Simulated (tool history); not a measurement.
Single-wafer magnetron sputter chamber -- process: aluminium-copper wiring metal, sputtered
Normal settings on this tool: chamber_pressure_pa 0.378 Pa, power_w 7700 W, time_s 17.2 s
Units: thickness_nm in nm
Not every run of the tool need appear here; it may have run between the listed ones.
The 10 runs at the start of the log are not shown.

run	hour	chamber_pressure_pa	power_w	time_s	wafers since the last listed run	wafers on the sputter target	hours since the last manometer calibration	hours since the magnet pack was replaced	hours since the gauge calibration	read-back reference wafer on the same gauge, thickness_nm	thickness_nm
11	527	0.378	7700	17.2	2054	9848	1071.8	6604.1	1289.9	262.945	224.683
# hour 546.8: sputter target and shields replaced
12	578.1	0.378	7700	14.5	1026	745	1122.9	6655.2	1341	262.989	188.948
13	635.8	0.378	8600	15.7	1373	2118	1180.6	6712.9	1398.7	262.793	229.51
# hour 677.7: gauge calibrated
14	683.7	0.378	8300	17.2	1140	3259	1228.5	6760.8	6	262.981	242.594
15	853.6	0.378	8300	17.2	4044	7304	1398.4	6930.7	175.9	262.765	242.073
16	918.2	0.378	7700	17.2	1537	8842	1463	6995.3	240.5	263.052	225.29
# hour 985.3: sputter target and shields replaced
17	987.8	0.509	7700	15.6	1466	59	1532.6	7064.9	310.1	263.103	194.366
18	1155.4	0.477	7700	14.1	3990	4050	1700.2	7232.5	477.7	262.963	177.963
# hour 1166.4: capacitance manometer re-zeroed and calibrated
# hour 1229.2: magnet pack replaced
19	1229.7	0.378	7700	17.2	1388	5438	63.3	0.5	552	263.217	225.424
20	1276.2	0.256	9250	19.8	1107	6545	109.8	47	598.5	262.743	324.529
21	1338.9	0.378	7700	17.2	1492	8038	172.5	109.7	661.2	262.974	224.6
# hour 1365: sputter target and shields replaced
22	1401.7	0.378	7700	17.2	1304	873	235.3	172.5	724	263.107	225.91
23	1434.7	0.26	5800	18.6	785	1658	268.3	205.5	757	263.076	189.691
24	1505.3	0.378	5850	14	1680	3339	338.9	276.1	827.6	262.896	139.616
25	1564.9	0.378	7700	17.2	1418	4758	398.5	335.7	887.2	262.751	225.382
26	1682.4	0.452	8400	17.2	2797	7556	516	453.2	1004.7	262.938	240.199
27	1730.9	0.378	7700	17.2	1154	8710	564.5	501.7	1053.2	263.059	225.577
28	1768.1	0.378	7700	17.2	885	9596	601.7	538.9	1090.4	263.047	225.619
# hour 1822.8: sputter target and shields replaced
29	1831.2	0.378	7700	17.2	1311	199	664.8	602	1153.5	263.196	225.291
30	1880.1	0.469	8400	17.2	1164	1363	713.7	650.9	1202.4	262.973	236.398
31	1946.8	0.306	5900	17.2	1587	2951	780.4	717.6	1269.1	262.761	175.877
# hour 1987.1: gauge calibrated
32	1999.9	0.306	9600	20.6	1264	4215	833.5	770.7	12.8	262.712	343.792
33	2031.5	0.485	7700	15.5	752	4968	865.1	802.3	44.4	262.78	195.557

Here are 5 independent what-if runs from the current tool condition. What would each one return?
A	2031.9	0.378	7700	18.5	9	4977	865.5	802.7	44.8	?	?
B	2031.9	0.378	8400	18.1	9	4977	865.5	802.7	44.8	?	?
C	2031.9	0.297	7150	15.6	9	4977	865.5	802.7	44.8	?	?
D	2031.9	0.378	8950	17.2	9	4977	865.5	802.7	44.8	?	?
E	2031.9	0.253	7100	14.1	9	4977	865.5	802.7	44.8	?	?

run	read-back reference wafer on the same gauge, thickness_nm	thickness_nm
A	262.937	242.988
B	262.937	259.346
C	262.937	195.581
D	262.937	262.587
E	262.937	178.21
The same runs, with their run-to-run variation unchanged, on a tool lacking any hidden condition would have given:
run	thickness_nm
A	242.988
B	259.346
C	195.581
D	262.587
E	178.21
